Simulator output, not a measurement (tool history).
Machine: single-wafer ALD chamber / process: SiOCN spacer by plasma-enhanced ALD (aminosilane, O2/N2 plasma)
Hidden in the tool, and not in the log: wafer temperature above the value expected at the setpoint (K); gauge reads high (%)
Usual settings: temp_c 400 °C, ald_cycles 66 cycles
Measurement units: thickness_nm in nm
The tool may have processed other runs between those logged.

run,day,temp_c,ald_cycles,wafers since the last listed run,hours since the last thermocouple change,hours since the gauge calibration,"read-back reference wafer on the same gauge, thickness_nm",thickness_nm
1,0,400,66,0,1333.5,259.1,3.857,3.845
2,1.121,400,66,118,1360.4,286,3.859,3.832
3,2.6,400,66,157,1395.9,321.5,3.859,3.831
4,4.012,397,66,149,1429.8,355.4,3.864,3.852
5,4.704,397,66,73,1446.4,372,3.86,3.84
6,5.321,397,66,65,1461.2,386.8,3.862,3.816
7,6.404,400,66,115,1487.2,412.8,3.859,3.839
8,6.971,392,60,60,1500.8,426.4,3.861,3.467
9,8.438,392,60,155,1536,461.6,3.858,3.477
10,9.942,392,60,159,1572.1,497.7,3.859,3.483
11,10.917,409,76,103,1595.5,521.1,3.861,4.278
# day 11.754: gauge calibrated
# day 12.596: thermocouple changed; heater temperature recalibrated
12,12.617,400,66,145,0.5,20.7,3.859,3.821
13,13.296,395,70,72,16.8,37,3.859,4.063
14,15.346,388,77,217,66,86.2,3.862,4.49
15,16.196,392,60,90,86.4,106.6,3.858,3.485
16,17.554,413,59,144,119,139.2,3.861,3.277
17,18.092,395,66,57,131.9,152.1,3.855,3.832
18,19.042,390,73,100,154.7,174.9,3.857,4.24
19,20.325,400,66,136,185.5,205.7,3.862,3.825
20,21.238,400,66,96,207.4,227.6,3.86,3.829

Exercise: give the hidden state of the tool at every run:
wafer temperature above the value expected at the setpoint (K): 0, the same for each run
gauge reads high (%): 0, the same for each run

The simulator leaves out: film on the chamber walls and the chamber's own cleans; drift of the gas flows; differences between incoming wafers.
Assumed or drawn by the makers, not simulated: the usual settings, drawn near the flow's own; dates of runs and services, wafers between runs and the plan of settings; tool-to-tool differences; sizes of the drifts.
